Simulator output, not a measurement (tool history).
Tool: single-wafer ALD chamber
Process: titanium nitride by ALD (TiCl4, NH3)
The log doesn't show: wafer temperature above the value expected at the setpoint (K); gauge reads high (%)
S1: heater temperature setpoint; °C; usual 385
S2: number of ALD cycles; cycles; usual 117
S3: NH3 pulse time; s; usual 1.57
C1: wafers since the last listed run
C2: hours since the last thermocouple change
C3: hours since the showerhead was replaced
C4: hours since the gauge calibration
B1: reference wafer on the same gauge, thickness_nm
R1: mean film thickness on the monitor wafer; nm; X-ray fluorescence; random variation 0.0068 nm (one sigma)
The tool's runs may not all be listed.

{"run": 1, "hour": 0.0, "S1": 373, "S2": 102, "S3": 1.57, "C1": 0, "C2": 1279.1, "C3": 3729.9, "C4": 342.3, "B1": 2.408, "R1": 2.38}
{"run": 2, "hour": 26.8, "S1": 373, "S2": 102, "S3": 1.57, "C1": 81, "C2": 1305.9, "C3": 3756.7, "C4": 369.1, "B1": 2.413, "R1": 2.385}
{"run": 3, "hour": 45.9, "S1": 373, "S2": 102, "S3": 1.57, "C1": 58, "C2": 1325.0, "C3": 3775.8, "C4": 388.2, "B1": 2.411, "R1": 2.377}
{"run": 4, "hour": 76.9, "S1": 385, "S2": 117, "S3": 1.57, "C1": 94, "C2": 1356.0, "C3": 3806.8, "C4": 419.2, "B1": 2.416, "R1": 2.789}
{"run": 5, "hour": 96.0, "S1": 385, "S2": 117, "S3": 1.57, "C1": 58, "C2": 1375.1, "C3": 3825.9, "C4": 438.3, "B1": 2.416, "R1": 2.8}
{"run": 6, "hour": 196.2, "S1": 385, "S2": 117, "S3": 1.57, "C1": 305, "C2": 1475.3, "C3": 3926.1, "C4": 538.5, "B1": 2.426, "R1": 2.803}
{"run": 7, "hour": 230.7, "S1": 385, "S2": 117, "S3": 1.57, "C1": 105, "C2": 1509.8, "C3": 3960.6, "C4": 573.0, "B1": 2.429, "R1": 2.809}
{"run": 8, "hour": 262.6, "S1": 385, "S2": 117, "S3": 1.57, "C1": 97, "C2": 1541.7, "C3": 3992.5, "C4": 604.9, "B1": 2.431, "R1": 2.807}
{"run": 9, "hour": 275.8, "S1": 385, "S2": 117, "S3": 1.57, "C1": 40, "C2": 1554.9, "C3": 4005.7, "C4": 618.1, "B1": 2.43, "R1": 2.807}
{"run": 10, "hour": 302.9, "S1": 385, "S2": 102, "S3": 1.57, "C1": 82, "C2": 1582.0, "C3": 4032.8, "C4": 645.2, "B1": 2.433, "R1": 2.444}
{"hour": 319.2, "done": "gauge calibrated"}
{"run": 11, "hour": 335.9, "S1": 385, "S2": 102, "S3": 1.57, "C1": 100, "C2": 1615.0, "C3": 4065.8, "C4": 16.7, "B1": 2.369, "R1": 2.388}
{"run": 12, "hour": 366.6, "S1": 385, "S2": 102, "S3": 1.57, "C1": 93, "C2": 1645.7, "C3": 4096.5, "C4": 47.4, "B1": 2.372, "R1": 2.395}
{"hour": 399.9, "done": "thermocouple changed; heater temperature recalibrated"}
{"run": 13, "hour": 400.4, "S1": 385, "S2": 117, "S3": 1.57, "C1": 78, "C2": 0.5, "C3": 4130.3, "C4": 81.2, "B1": 2.375, "R1": 2.734}
{"run": 14, "hour": 424.3, "S1": 385, "S2": 126, "S3": 1.57, "C1": 72, "C2": 24.4, "C3": 4154.2, "C4": 105.1, "B1": 2.375, "R1": 2.96}
{"run": 15, "hour": 486.9, "S1": 385, "S2": 126, "S3": 1.57, "C1": 190, "C2": 87.0, "C3": 4216.8, "C4": 167.7, "B1": 2.383, "R1": 2.965}
{"run": 16, "hour": 575.6, "S1": 385, "S2": 136, "S3": 1.1, "C1": 270, "C2": 175.7, "C3": 4305.5, "C4": 256.4, "B1": 2.391, "R1": 3.121}
{"run": 17, "hour": 592.1, "S1": 397, "S2": 117, "S3": 1.16, "C1": 50, "C2": 192.2, "C3": 4322.0, "C4": 272.9, "B1": 2.392, "R1": 2.751}
{"run": 18, "hour": 623.3, "S1": 395, "S2": 100, "S3": 1.35, "C1": 95, "C2": 223.4, "C3": 4353.2, "C4": 304.1, "B1": 2.394, "R1": 2.37}
{"run": 19, "hour": 650.5, "S1": 385, "S2": 136, "S3": 1.94, "C1": 82, "C2": 250.6, "C3": 4380.4, "C4": 331.3, "B1": 2.396, "R1": 3.257}
{"run": 20, "hour": 681.8, "S1": 373, "S2": 102, "S3": 1.57, "C1": 95, "C2": 281.9, "C3": 4411.7, "C4": 362.6, "B1": 2.397, "R1": 2.356}
{"run": 21, "hour": 696.4, "S1": 385, "S2": 117, "S3": 2.01, "C1": 44, "C2": 296.5, "C3": 4426.3, "C4": 377.2, "B1": 2.401, "R1": 2.811}
{"hour": 729.6, "done": "showerhead replaced"}
{"run": 22, "hour": 730.1, "S1": 370, "S2": 117, "S3": 1.57, "C1": 78, "C2": 330.2, "C3": 0.5, "C4": 410.9, "B1": 2.404, "R1": 2.694}
{"run": 23, "hour": 740.3, "S1": 385, "S2": 124, "S3": 1.57, "C1": 31, "C2": 340.4, "C3": 10.7, "C4": 421.1, "B1": 2.402, "R1": 2.938}

Forecast run 24:
{"run": 24, "hour": 753.3, "S1": 385, "S2": 117, "S3": 1.57, "C1": 39, "C2": 353.4, "C3": 23.7, "C4": 434.1, "B1": "?", "R1": "?"}

{"run 24": {"B1": 2.404, "R1": 2.765}}
Without the tool's hidden state the same run would have given R1 2.726 nm.

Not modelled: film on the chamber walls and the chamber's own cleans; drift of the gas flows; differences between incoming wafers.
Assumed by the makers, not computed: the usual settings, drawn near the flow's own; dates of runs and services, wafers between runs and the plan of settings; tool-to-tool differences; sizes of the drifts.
